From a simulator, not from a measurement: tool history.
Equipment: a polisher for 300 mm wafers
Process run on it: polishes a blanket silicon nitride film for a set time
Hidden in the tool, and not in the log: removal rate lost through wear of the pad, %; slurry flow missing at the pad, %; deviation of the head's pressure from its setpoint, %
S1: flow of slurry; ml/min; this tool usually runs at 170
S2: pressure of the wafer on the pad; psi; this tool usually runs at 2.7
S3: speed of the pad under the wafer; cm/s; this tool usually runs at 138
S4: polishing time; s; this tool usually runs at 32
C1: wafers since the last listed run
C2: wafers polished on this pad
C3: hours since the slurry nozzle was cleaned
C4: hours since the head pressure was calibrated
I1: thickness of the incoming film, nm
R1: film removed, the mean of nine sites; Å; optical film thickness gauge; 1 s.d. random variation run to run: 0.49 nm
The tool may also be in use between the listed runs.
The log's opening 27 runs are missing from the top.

{"run": 28, "hour": 370.0, "S1": 170, "S2": 2.7, "S3": 154, "S4": 32, "C1": 107, "C2": 633, "C3": 51, "C4": 230.2, "I1": 546.9, "R1": 582}
{"hour": 389.4, "done": "worn pad replaced by a new one"}
{"run": 29, "hour": 389.9, "S1": 130, "S2": 2.7, "S3": 156, "S4": 32, "C1": 132, "C2": 4, "C3": 70.9, "C4": 250.1, "I1": 539.8, "R1": 593}
{"run": 30, "hour": 404.0, "S1": 205, "S2": 2.7, "S3": 138, "S4": 32, "C1": 117, "C2": 121, "C3": 85, "C4": 264.2, "I1": 542.3, "R1": 570}
{"run": 31, "hour": 418.4, "S1": 170, "S2": 2.7, "S3": 154, "S4": 32, "C1": 120, "C2": 242, "C3": 99.4, "C4": 278.6, "I1": 541, "R1": 607}
{"run": 32, "hour": 428.0, "S1": 135, "S2": 3.3, "S3": 124, "S4": 41, "C1": 80, "C2": 322, "C3": 109, "C4": 288.2, "I1": 548.7, "R1": 719}
{"run": 33, "hour": 434.2, "S1": 170, "S2": 2.7, "S3": 138, "S4": 32, "C1": 51, "C2": 374, "C3": 115.2, "C4": 294.4, "I1": 540.6, "R1": 554}
{"run": 34, "hour": 442.1, "S1": 170, "S2": 2.7, "S3": 138, "S4": 32, "C1": 66, "C2": 440, "C3": 123.1, "C4": 302.3, "I1": 542.1, "R1": 541}
{"run": 35, "hour": 453.0, "S1": 170, "S2": 1.9, "S3": 170, "S4": 37, "C1": 91, "C2": 531, "C3": 134, "C4": 313.2, "I1": 535.7, "R1": 577}
{"run": 36, "hour": 469.4, "S1": 130, "S2": 3.2, "S3": 162, "S4": 41, "C1": 137, "C2": 668, "C3": 150.4, "C4": 329.6, "I1": 541, "R1": 834}
{"run": 37, "hour": 483.1, "S1": 135, "S2": 3.5, "S3": 174, "S4": 32, "C1": 114, "C2": 782, "C3": 164.1, "C4": 343.3, "I1": 548.9, "R1": 714}
{"hour": 490.7, "done": "worn pad replaced by a new one"}
{"run": 38, "hour": 496.5, "S1": 170, "S2": 2.7, "S3": 138, "S4": 32, "C1": 78, "C2": 48, "C3": 177.5, "C4": 356.7, "I1": 552, "R1": 565}

Alternative continuations, all from the tool just after run 38; predict every row:
{"run": "A", "hour": 496.9, "S1": 170, "S2": 2.7, "S3": 138, "S4": 32, "C1": 3, "C2": 51, "C3": 177.9, "C4": 357.1, "I1": 538.5, "R1": "?"}
{"run": "B", "hour": 496.9, "S1": 170, "S2": 3, "S3": 138, "S4": 32, "C1": 3, "C2": 51, "C3": 177.9, "C4": 357.1, "I1": 538.5, "R1": "?"}
{"run": "C", "hour": 496.9, "S1": 155, "S2": 2.7, "S3": 126, "S4": 22, "C1": 3, "C2": 51, "C3": 177.9, "C4": 357.1, "I1": 538.5, "R1": "?"}

run=A R1=560
run=B R1=602
run=C R1=355
The same runs, with their run-to-run variation unchanged, on a tool lacking any hidden condition would have given:
run=A R1=572
run=B R1=616
run=C R1=363

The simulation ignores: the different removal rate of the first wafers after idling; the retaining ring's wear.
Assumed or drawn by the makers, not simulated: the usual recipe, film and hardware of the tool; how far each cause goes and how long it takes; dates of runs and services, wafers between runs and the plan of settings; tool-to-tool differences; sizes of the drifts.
